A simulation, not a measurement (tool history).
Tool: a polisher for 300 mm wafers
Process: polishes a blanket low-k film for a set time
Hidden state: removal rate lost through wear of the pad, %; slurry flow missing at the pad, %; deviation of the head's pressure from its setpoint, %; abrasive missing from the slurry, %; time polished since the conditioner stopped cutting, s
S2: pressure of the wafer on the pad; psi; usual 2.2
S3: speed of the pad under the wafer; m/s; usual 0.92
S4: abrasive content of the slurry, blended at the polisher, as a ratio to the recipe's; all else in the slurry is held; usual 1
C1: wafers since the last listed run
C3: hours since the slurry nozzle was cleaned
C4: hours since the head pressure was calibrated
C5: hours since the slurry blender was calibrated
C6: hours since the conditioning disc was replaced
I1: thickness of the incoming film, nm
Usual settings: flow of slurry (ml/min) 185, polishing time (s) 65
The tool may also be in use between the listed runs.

run 1 hour=0 | flow_of_slurry_(ml/min)=185 S2=2.2 S3=0.92 S4=1 polishing_time_(s)=65 | C1=0 wafers_polished_on_this_pad=969 C3=133.9 C4=740.3 C5=80.6 C6=56.4 | I1=686.9 | film_removed_(nm)=27.9
-- hour=19.2 worn pad replaced by a new one
run 2 hour=19.7 | flow_of_slurry_(ml/min)=185 S2=2.2 S3=0.92 S4=1 polishing_time_(s)=65 | C1=106 wafers_polished_on_this_pad=3 C3=153.6 C4=760 C5=100.3 C6=76.1 | I1=690.8 | film_removed_(nm)=27.5
run 3 hour=36.3 | flow_of_slurry_(ml/min)=185 S2=2.2 S3=0.92 S4=1 polishing_time_(s)=65 | C1=112 wafers_polished_on_this_pad=115 C3=170.2 C4=776.6 C5=116.9 C6=92.7 | I1=699.5 | film_removed_(nm)=27.4
run 4 hour=58.5 | flow_of_slurry_(ml/min)=185 S2=2.2 S3=0.92 S4=1 polishing_time_(s)=65 | C1=150 wafers_polished_on_this_pad=265 C3=192.4 C4=798.8 C5=139.1 C6=114.9 | I1=709.6 | film_removed_(nm)=27.1
run 5 hour=89.1 | flow_of_slurry_(ml/min)=185 S2=2.2 S3=0.92 S4=1 polishing_time_(s)=65 | C1=207 wafers_polished_on_this_pad=473 C3=223 C4=829.4 C5=169.7 C6=145.5 | I1=701.4 | film_removed_(nm)=26.9
run 6 hour=119.8 | flow_of_slurry_(ml/min)=185 S2=2.2 S3=0.92 S4=1 polishing_time_(s)=65 | C1=207 wafers_polished_on_this_pad=681 C3=253.7 C4=860.1 C5=200.4 C6=176.2 | I1=699.3 | film_removed_(nm)=26.6
run 7 hour=143.5 | flow_of_slurry_(ml/min)=185 S2=2.2 S3=0.92 S4=1 polishing_time_(s)=65 | C1=160 wafers_polished_on_this_pad=841 C3=277.4 C4=883.8 C5=224.1 C6=199.9 | I1=707.3 | film_removed_(nm)=26.6
run 8 hour=164.4 | flow_of_slurry_(ml/min)=185 S2=2.2 S3=0.92 S4=1 polishing_time_(s)=65 | C1=141 wafers_polished_on_this_pad=983 C3=298.3 C4=904.7 C5=245 C6=220.8 | I1=706.7 | film_removed_(nm)=26.8
run 9 hour=177.4 | flow_of_slurry_(ml/min)=185 S2=2.2 S3=0.92 S4=1 polishing_time_(s)=65 | C1=88 wafers_polished_on_this_pad=1071 C3=311.3 C4=917.7 C5=258 C6=233.8 | I1=698 | film_removed_(nm)=26.6
run 10 hour=191.5 | flow_of_slurry_(ml/min)=185 S2=2.2 S3=0.92 S4=1 polishing_time_(s)=65 | C1=95 wafers_polished_on_this_pad=1166 C3=325.4 C4=931.8 C5=272.1 C6=247.9 | I1=710.6 | film_removed_(nm)=26.5
-- hour=210.6 worn pad replaced by a new one
run 11 hour=222.1 | flow_of_slurry_(ml/min)=185 S2=2.2 S3=0.92 S4=1 polishing_time_(s)=65 | C1=180 wafers_polished_on_this_pad=77 C3=356 C4=962.4 C5=302.7 C6=278.5 | I1=701.3 | film_removed_(nm)=26.4
-- hour=224.9 slurry blender recalibrated
-- hour=250.9 conditioning disc replaced and pad reconditioned
run 12 hour=256.4 | flow_of_slurry_(ml/min)=185 S2=2.2 S3=0.92 S4=1 polishing_time_(s)=65 | C1=205 wafers_polished_on_this_pad=283 C3=390.3 C4=996.7 C5=31.5 C6=5.5 | I1=701.3 | film_removed_(nm)=29.4
-- hour=338.3 slurry nozzle cleaned
run 13 hour=358.7 | flow_of_slurry_(ml/min)=150 S2=2.8 S3=0.92 S4=0.8 polishing_time_(s)=65 | C1=686 wafers_polished_on_this_pad=969 C3=20.4 C4=1099 C5=133.8 C6=107.8 | I1=697.1 | film_removed_(nm)=28
-- hour=367.5 worn pad replaced by a new one
run 14 hour=379.3 | flow_of_slurry_(ml/min)=200 S2=2.2 S3=0.92 S4=0.75 polishing_time_(s)=76 | C1=112 wafers_polished_on_this_pad=79 C3=41 C4=1119.6 C5=154.4 C6=128.4 | I1=695.5 | film_removed_(nm)=25.5
run 15 hour=395.4 | flow_of_slurry_(ml/min)=185 S2=2.2 S3=1.22 S4=1 polishing_time_(s)=65 | C1=109 wafers_polished_on_this_pad=188 C3=57.1 C4=1135.7 C5=170.5 C6=144.5 | I1=697.9 | film_removed_(nm)=32.7

Run 16 comes next. What will it give?
run 16 hour=422.4 | flow_of_slurry_(ml/min)=185 S2=2.2 S3=0.92 S4=1 polishing_time_(s)=65 | C1=182 wafers_polished_on_this_pad=371 C3=84.1 C4=1162.7 C5=197.5 C6=171.5 | I1=701.9 | film_removed_(nm)=?

Run 16 gave film removed (nm) 27.2.
Without the tool's hidden state the same run would have given film removed (nm) 30.2.
